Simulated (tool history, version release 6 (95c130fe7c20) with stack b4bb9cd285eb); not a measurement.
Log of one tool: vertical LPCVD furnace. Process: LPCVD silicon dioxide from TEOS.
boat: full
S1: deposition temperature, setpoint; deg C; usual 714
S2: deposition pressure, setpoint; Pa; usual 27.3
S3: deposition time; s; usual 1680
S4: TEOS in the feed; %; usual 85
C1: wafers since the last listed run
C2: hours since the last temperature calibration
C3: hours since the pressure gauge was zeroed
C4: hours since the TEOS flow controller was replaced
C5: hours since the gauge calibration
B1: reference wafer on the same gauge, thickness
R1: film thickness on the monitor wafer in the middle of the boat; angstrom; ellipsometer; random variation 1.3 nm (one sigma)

run 1 hour=0.0 | S1=714 S2=27.3 S3=1680 S4=85 | C1=0 C2=4379.7 C3=3840.0 C4=7374.5 C5=700.9 | B1=226.30 | R1=2955.9
run 2 hour=12.6 | S1=714 S2=27.3 S3=1680 S4=85 | C1=164 C2=4392.3 C3=3852.6 C4=7387.1 C5=713.5 | B1=226.09 | R1=2971.2
run 3 hour=39.5 | S1=714 S2=27.3 S3=1680 S4=85 | C1=350 C2=4419.2 C3=3879.5 C4=7414.0 C5=740.4 | B1=225.83 | R1=2965.9
run 4 hour=67.1 | S1=714 S2=27.3 S3=1680 S4=85 | C1=359 C2=4446.8 C3=3907.1 C4=7441.6 C5=768.0 | B1=226.10 | R1=2965.1
-- hour=110.8 TEOS flow controller replaced
run 5 hour=111.3 | S1=714 S2=27.3 S3=1680 S4=85 | C1=263 C2=4491.0 C3=3951.3 C4=0.5 C5=812.2 | B1=226.06 | R1=2979.2
run 6 hour=126.1 | S1=714 S2=23.3 S3=1440 S4=85 | C1=192 C2=4505.8 C3=3966.1 C4=15.3 C5=827.0 | B1=226.20 | R1=2372.3
-- hour=221.8 pressure gauge zeroed
-- hour=231.1 thermocouples replaced and temperature profile calibrated
run 7 hour=231.6 | S1=714 S2=23.3 S3=1440 S4=85 | C1=940 C2=0.5 C3=9.8 C4=120.8 C5=932.5 | B1=225.98 | R1=2124.3
run 8 hour=262.2 | S1=714 S2=23.3 S3=1440 S4=85 | C1=399 C2=31.1 C3=40.4 C4=151.4 C5=963.1 | B1=226.10 | R1=2137.8
run 9 hour=281.8 | S1=714 S2=27.3 S3=1680 S4=81 | C1=255 C2=50.7 C3=60.0 C4=171.0 C5=982.7 | B1=226.09 | R1=2637.6
run 10 hour=317.8 | S1=725 S2=33.3 S3=1680 S4=85 | C1=469 C2=86.7 C3=96.0 C4=207.0 C5=1018.7 | B1=226.04 | R1=3777.4
run 11 hour=351.1 | S1=714 S2=27.3 S3=1680 S4=85 | C1=434 C2=120.0 C3=129.3 C4=240.3 C5=1052.0 | B1=225.90 | R1=2685.0
run 12 hour=377.5 | S1=722 S2=25.3 S3=2280 S4=91 | C1=344 C2=146.4 C3=155.7 C4=266.7 C5=1078.4 | B1=225.84 | R1=4366.7
run 13 hour=400.7 | S1=714 S2=27.3 S3=1230 S4=71 | C1=302 C2=169.6 C3=178.9 C4=289.9 C5=1101.6 | B1=226.05 | R1=1791.4
run 14 hour=423.5 | S1=724 S2=30.7 S3=1680 S4=76 | C1=297 C2=192.4 C3=201.7 C4=312.7 C5=1124.4 | B1=225.92 | R1=3377.9
run 15 hour=446.7 | S1=714 S2=27.3 S3=1680 S4=85 | C1=302 C2=215.6 C3=224.9 C4=335.9 C5=1147.6 | B1=225.82 | R1=2672.9
run 16 hour=462.1 | S1=714 S2=27.3 S3=1680 S4=85 | C1=200 C2=231.0 C3=240.3 C4=351.3 C5=1163.0 | B1=226.09 | R1=2706.1
run 17 hour=479.7 | S1=705 S2=20.7 S3=2040 S4=72 | C1=229 C2=248.6 C3=257.9 C4=368.9 C5=1180.6 | B1=225.95 | R1=2133.2
run 18 hour=497.0 | S1=714 S2=31.3 S3=2130 S4=96 | C1=225 C2=265.9 C3=275.2 C4=386.2 C5=1197.9 | B1=225.99 | R1=3892.4
-- hour=515.5 gauge calibrated
run 19 hour=518.8 | S1=714 S2=20.7 S3=2070 S4=85 | C1=284 C2=287.7 C3=297.0 C4=408.0 C5=3.3 | B1=225.95 | R1=2881.2
run 20 hour=547.4 | S1=726 S2=24.7 S3=1410 S4=72 | C1=372 C2=316.3 C3=325.6 C4=436.6 C5=31.9 | B1=226.05 | R1=2591.4
run 21 hour=580.4 | S1=710 S2=23.3 S3=1680 S4=85 | C1=430 C2=349.3 C3=358.6 C4=469.6 C5=64.9 | B1=226.01 | R1=2277.8
run 22 hour=595.8 | S1=704 S2=32.7 S3=1680 S4=85 | C1=200 C2=364.7 C3=374.0 C4=485.0 C5=80.3 | B1=226.11 | R1=2350.6
run 23 hour=629.9 | S1=717 S2=27.3 S3=1680 S4=74 | C1=444 C2=398.8 C3=408.1 C4=519.1 C5=114.4 | B1=226.11 | R1=2687.5
run 24 hour=656.9 | S1=709 S2=27.3 S3=1680 S4=85 | C1=352 C2=425.8 C3=435.1 C4=546.1 C5=141.4 | B1=226.02 | R1=2417.8
run 25 hour=681.3 | S1=714 S2=23.3 S3=1290 S4=93 | C1=318 C2=450.2 C3=459.5 C4=570.5 C5=165.8 | B1=226.06 | R1=1989.3
run 26 hour=715.0 | S1=708 S2=20.7 S3=1170 S4=97 | C1=439 C2=483.9 C3=493.2 C4=604.2 C5=199.5 | B1=226.21 | R1=1523.2
run 27 hour=744.1 | S1=721 S2=27.3 S3=1680 S4=85 | C1=379 C2=513.0 C3=522.3 C4=633.3 C5=228.6 | B1=226.08 | R1=3153.1
run 28 hour=772.5 | S1=714 S2=21.3 S3=1680 S4=85 | C1=370 C2=541.4 C3=550.7 C4=661.7 C5=257.0 | B1=226.09 | R1=2364.3
run 29 hour=799.4 | S1=709 S2=27.3 S3=1680 S4=85 | C1=350 C2=568.3 C3=577.6 C4=688.6 C5=283.9 | B1=226.03 | R1=2411.1
run 30 hour=823.0 | S1=714 S2=27.3 S3=1680 S4=85 | C1=307 C2=591.9 C3=601.2 C4=712.2 C5=307.5 | B1=226.22 | R1=2701.7

The tool's hidden state at each run:
true pressure minus gauge reading, mTorr: 0 in every run
deviation of the TEOS flow from its setpoint, %: 0 in every run
gauge reads high (%): 0 in every run
H1: true tube temperature minus thermocouple reading, K
run=1 H1=4.86
run=2 H1=4.89
run=3 H1=4.95
run=4 H1=5.01
run=5 H1=5.1
run=6 H1=5.14
run=7 H1=0.595
run=8 H1=0.595
run=9 H1=0.596
run=10 H1=0.597
run=11 H1=0.598
run=12 H1=0.6
run=13 H1=0.602
run=14 H1=0.604
run=15 H1=0.606
run=16 H1=0.608
run=17 H1=0.61
run=18 H1=0.612
run=19 H1=0.615
run=20 H1=0.62
run=21 H1=0.625
run=22 H1=0.628
run=23 H1=0.634
run=24 H1=0.64
run=25 H1=0.645
run=26 H1=0.653
run=27 H1=0.66
run=28 H1=0.667
run=29 H1=0.675
run=30 H1=0.682

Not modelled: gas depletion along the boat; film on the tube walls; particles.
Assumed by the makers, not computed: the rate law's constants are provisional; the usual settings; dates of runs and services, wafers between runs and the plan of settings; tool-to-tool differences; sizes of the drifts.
